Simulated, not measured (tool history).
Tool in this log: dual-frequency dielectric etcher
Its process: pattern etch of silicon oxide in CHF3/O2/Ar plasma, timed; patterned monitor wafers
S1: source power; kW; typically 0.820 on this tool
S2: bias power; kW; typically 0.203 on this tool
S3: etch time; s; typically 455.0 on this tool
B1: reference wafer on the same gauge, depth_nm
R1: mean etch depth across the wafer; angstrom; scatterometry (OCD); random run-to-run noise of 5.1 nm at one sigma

Run 1, hour 0.0: usual settings; B1 891.2. Result: R1 9813 angstrom.
Run 2, hour 13.3: usual settings; B1 890.4. Result: R1 9793 angstrom.
Run 3, hour 25.7: usual settings but S2 0.219 kW; B1 890.8. Result: R1 10127 angstrom.
Run 4, hour 37.7: usual settings but S2 0.219 kW; B1 888.6. Result: R1 10185 angstrom.
Run 5, hour 49.7: usual settings but S2 0.219 kW; B1 892.9. Result: R1 10195 angstrom.
Run 6, hour 66.8: usual settings; B1 889.2. Result: R1 9689 angstrom.
Run 7, hour 78.3: usual settings; B1 888.7. Result: R1 9673 angstrom.
Run 8, hour 92.5: usual settings; B1 890.6. Result: R1 9776 angstrom.
At hour 116.8: wet clean of the chamber.
Run 9, hour 117.3: usual settings; B1 889.9. Result: R1 9429 angstrom.
Run 10, hour 120.1: usual settings; B1 888.2. Result: R1 9394 angstrom.
Run 11, hour 129.7: usual settings; B1 891.4. Result: R1 9416 angstrom.
Run 12, hour 144.0: usual settings but S1 0.940 kW, S3 394.0 s; B1 892.1. Result: R1 8549 angstrom.
At hour 165.3: source power generator calibrated.
At hour 176.4: wet clean of the chamber, repeated, since the last time left the tool worse.
Run 13, hour 176.9: usual settings but S2 0.163 kW, S3 420.5 s; B1 890.1. Result: R1 8303 angstrom.
Run 14, hour 177.4: usual settings but S2 0.219 kW; B1 891.2. Result: R1 10355 angstrom.
Run 15, hour 177.8: usual settings but S1 0.870 kW, S2 0.183 kW; B1 888.9. Result: R1 9807 angstrom.
Run 16, hour 187.0: usual settings but S2 0.245 kW; B1 893.0. Result: R1 11153 angstrom.
At hour 198.4: bias power generator calibrated.
Run 17, hour 203.8: usual settings but S2 0.219 kW; B1 887.5. Result: R1 10456 angstrom.
At hour 209.1: gauge calibrated.
At hour 230.8: upper electrode replaced.
Run 18, hour 231.3: usual settings but S1 1.010 kW, S3 374.5 s; B1 888.8. Result: R1 8836 angstrom.
Run 19, hour 231.8: usual settings but S1 1.010 kW, S2 0.247 kW, S3 548.0 s; B1 890.2. Result: R1 14443 angstrom.
Run 20, hour 252.8: usual settings; B1 889.0. Result: R1 9926 angstrom.
Run 21, hour 263.2: usual settings but S2 0.161 kW, S3 326.5 s; B1 888.4. Result: R1 6327 angstrom.
Run 22, hour 273.2: usual settings but S1 0.750 kW, S2 0.177 kW, S3 565.0 s; B1 891.7. Result: R1 11156 angstrom.
Run 23, hour 290.8: usual settings but S2 0.219 kW, S3 489.5 s; B1 889.1. Result: R1 11138 angstrom.
Run 24, hour 307.1: usual settings but S1 0.930 kW; B1 890.3. Result: R1 10394 angstrom.

4 ways to go on from here, each from the tool as it stands after run 24. What would each give?
Run A, hour 307.6: usual settings; B1 ?. Result: R1 ?.
Run B, hour 307.6: usual settings but S1 0.650 kW; B1 ?. Result: R1 ?.
Run C, hour 307.6: usual settings but S1 0.730 kW, S2 0.237 kW, S3 539.0 s; B1 ?. Result: R1 ?.
Run D, hour 307.6: usual settings but S1 0.670 kW, S2 0.227 kW; B1 ?. Result: R1 ?.

run     B1     R1
  A  889.4   9978
  B  889.4   9245
  C  889.4  12332
  D  889.4   9903
The same runs, with their run-to-run variation unchanged, on a tool lacking any hidden condition would have given:
run     R1
  A  10091
  B   9349
  C  12470
  D  10014
